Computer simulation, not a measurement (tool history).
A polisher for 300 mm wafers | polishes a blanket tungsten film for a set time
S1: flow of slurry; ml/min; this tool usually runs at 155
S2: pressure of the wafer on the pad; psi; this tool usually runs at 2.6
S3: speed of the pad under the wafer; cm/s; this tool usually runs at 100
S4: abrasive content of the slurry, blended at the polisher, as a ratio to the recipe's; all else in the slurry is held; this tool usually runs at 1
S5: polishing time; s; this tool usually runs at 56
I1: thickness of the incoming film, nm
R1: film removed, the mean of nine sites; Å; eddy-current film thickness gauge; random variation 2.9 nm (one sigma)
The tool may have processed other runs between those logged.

Run 1, hour 0: usual settings but S4 0.95; I1 1156.8. Result: R1 2190 Å.
At hour 43: head pressure recalibrated.
At hour 67.1: worn pad replaced by a new one.
At hour 191.5: slurry nozzle cleaned.
At hour 204: slurry tank refilled with fresh slurry and peroxide.
Run 2, hour 246.2: usual settings; I1 1154.8. Result: R1 2202 Å.
Run 3, hour 334: usual settings; I1 1155. Result: R1 2136 Å.
Run 4, hour 424.1: usual settings; I1 1150.6. Result: R1 2209 Å.
Run 5, hour 524.8: usual settings but S2 3 psi; I1 1137.5. Result: R1 2485 Å.
Run 6, hour 623.9: usual settings but S4 1.25, S5 36 s; I1 1160.2. Result: R1 1470 Å.
At hour 683: worn pad replaced by a new one.
Run 7, hour 726.3: usual settings; I1 1168.4. Result: R1 2185 Å.
At hour 748.8: head pressure recalibrated.
At hour 759.3: slurry blender recalibrated.
Run 8, hour 787.5: usual settings; I1 1158.7. Result: R1 2186 Å.
Run 9, hour 864.8: usual settings but S2 2.3 psi, S3 86 cm/s, S4 1.15; I1 1136.3. Result: R1 1690 Å.
At hour 872.5: slurry nozzle cleaned.
At hour 895.7: slurry tank refilled with fresh slurry and peroxide.
Run 10, hour 905.4: usual settings but S4 0.8; I1 1160.7. Result: R1 2068 Å.
Run 11, hour 990.6: usual settings but S4 0.85; I1 1153.7. Result: R1 2071 Å.
Run 12, hour 1073.5: usual settings but S1 205 ml/min, S3 128 cm/s, S4 0.8, S5 43 s; I1 1166.2. Result: R1 2091 Å.
Run 13, hour 1155.6: usual settings but S1 125 ml/min; I1 1138.6. Result: R1 2135 Å.
Run 14, hour 1202: usual settings but S3 72 cm/s, S5 37 s; I1 1164. Result: R1 1044 Å.
Run 15, hour 1278.6: usual settings but S1 170 ml/min, S5 37 s; I1 1166.5. Result: R1 1457 Å.
Run 16, hour 1353.9: usual settings but S3 70 cm/s, S4 0.9; I1 1150.8. Result: R1 1491 Å.
At hour 1399.5: slurry blender recalibrated.
At hour 1437.3: head pressure recalibrated.
Run 17, hour 1444.1: usual settings but S5 39 s; I1 1159.4. Result: R1 1522 Å.
At hour 1452.2: worn pad replaced by a new one.
Run 18, hour 1501: usual settings but S2 1.9 psi, S5 71 s; I1 1143.7. Result: R1 2033 Å.
At hour 1527.2: slurry nozzle cleaned.
At hour 1551.4: slurry tank refilled with fresh slurry and peroxide.
Run 19, hour 1606.4: usual settings but S2 2.8 psi, S3 126 cm/s; I1 1145.9. Result: R1 2994 Å.
Run 20, hour 1707.9: usual settings but S3 118 cm/s, S4 1.15; I1 1138.8. Result: R1 2717 Å.
Run 21, hour 1803.3: usual settings but S2 2.3 psi, S4 0.8; I1 1164.6. Result: R1 1906 Å.
Run 22, hour 1881.2: usual settings but S1 105 ml/min, S2 2 psi, S4 0.9; I1 1158. Result: R1 1583 Å.
At hour 2091.5: worn pad replaced by a new one.
Run 23, hour 2112.5: usual settings but S1 200 ml/min; I1 1146.5. Result: R1 2220 Å.
At hour 2160.6: slurry nozzle cleaned.
At hour 2163.5: slurry blender recalibrated.
Run 24, hour 2205.4: usual settings; I1 1156.6. Result: R1 2169 Å.
At hour 2220.9: head pressure recalibrated.
Run 25, hour 2280.7: usual settings; I1 1153.8. Result: R1 2181 Å.

Alternative continuations, all from the tool just after run 25; predict every row:
Run A, hour 2281.1: usual settings; I1 1158.3. Result: R1 ?.
Run B, hour 2281.1: usual settings but S1 210 ml/min, S2 3.3 psi; I1 1158.3. Result: R1 ?.
Run C, hour 2281.1: usual settings but S2 3.1 psi, S3 90 cm/s, S4 1.15; I1 1158.3. Result: R1 ?.
Run D, hour 2281.1: usual settings but S2 2.3 psi, S4 1.1, S5 64 s; I1 1158.3. Result: R1 ?.
Run E, hour 2281.1: usual settings but S3 134 cm/s, S4 0.7; I1 1158.3. Result: R1 ?.

run    R1
  A  2168
  B  2851
  C  2398
  D  2238
  E  2695
Had the tool no hidden state, the same runs would have come out as:
run    R1
  A  2168
  B  2851
  C  2398
  D  2238
  E  2695
